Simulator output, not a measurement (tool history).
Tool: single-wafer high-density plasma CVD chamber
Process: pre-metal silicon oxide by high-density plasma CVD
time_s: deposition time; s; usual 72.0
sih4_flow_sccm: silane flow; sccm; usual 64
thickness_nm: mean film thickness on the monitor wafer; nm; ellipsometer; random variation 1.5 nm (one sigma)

run   hour  time_s  sih4_flow_sccm  wafers since the last listed run  hours since the silane flow controller was replaced  hours since the gauge calibration  read-back reference wafer on the same gauge, thickness_nm  thickness_nm
  1    0.0    72.0              64                                 0                                               4158.0                              166.8                                                    399.007       463.363
  2   47.4    72.0              64                               781                                               4205.4                              214.2                                                    399.113       462.338
  3   62.7    72.0              64                               252                                               4220.7                              229.5                                                    399.307       461.254
  4   73.2    72.0              64                               173                                               4231.2                              240.0                                                    399.080       460.711
  5   91.2    72.0              64                               296                                               4249.2                              258.0                                                    398.925       462.219
  6  108.0    72.0              64                               277                                               4266.0                              274.8                                                    399.276       461.058
  7  147.7    72.0              64                               654                                               4305.7                              314.5                                                    398.446       459.886
  8  162.2    72.0              64                               239                                               4320.2                              329.0                                                    399.132       459.325
  9  194.2    72.0              64                               527                                               4352.2                              361.0                                                    399.020       460.652
 10  215.8    72.0              68                               356                                               4373.8                              382.6                                                    398.727       486.232
 11  225.4    72.0              73                               158                                               4383.4                              392.2                                                    399.147       521.321
 12  254.5    72.0              73                               479                                               4412.5                              421.3                                                    398.807       521.625
     274.0  -- silane flow controller replaced
 13  274.5    80.3              64                               197                                                  0.5                              441.3                                                    399.341       515.218
 14  283.2    72.0              64                               143                                                  9.2                              450.0                                                    398.764       460.493
 15  293.1    72.0              64                               163                                                 19.1                              459.9                                                    398.705       461.551
     295.1  -- gauge calibrated
 16  303.1    76.3              57                               164                                                 29.1                                8.0                                                    399.302       436.971
 17  320.1    59.3              76                               280                                                 46.1                               25.0                                                    399.112       443.933
 18  332.8    72.0              59                               209                                                 58.8                               37.7                                                    398.790       428.145
 19  350.4    72.0              64                               290                                                 76.4                               55.3                                                    398.990       461.231
 20  359.1    81.3              73                               143                                                 85.1                               64.0                                                    399.211       588.013
 21  376.5    72.0              64                               286                                                102.5                               81.4                                                    398.792       462.251
 22  389.3    79.9              64                               211                                                115.3                               94.2                                                    399.149       512.259
 23  404.7    72.0              64                               253                                                130.7                              109.6                                                    399.636       461.590
 24  421.5    57.7              75                               277                                                147.5                              126.4                                                    399.232       427.364
 25  472.2    84.6              68                               836                                                198.2                              177.1                                                    398.927       571.920
 26  486.3    84.9              61                               232                                                212.3                              191.2                                                    399.443       520.528
 27  520.5    76.0              64                               564                                                246.5                              225.4                                                    398.444       485.742
 28  532.0    82.1              64                               189                                                258.0                              236.9                                                    398.768       525.245
 29  548.6    78.5              73                               273                                                274.6                              253.5                                                    398.996       568.256
 30  562.4    85.0              70                               227                                                288.4                              267.3                                                    399.265       590.808
 31  579.8    82.4              76                               286                                                305.8                              284.7                                                    399.629       614.849

Hidden state at the last listed run before each entry between runs and at the first one after, where it differs:
Between runs 12 and 13: silane flow controller replaced (hour 274.0)
  no hidden state differs between the two runs
Between runs 15 and 16: gauge calibrated (hour 295.1)
  no hidden state differs between the two runs
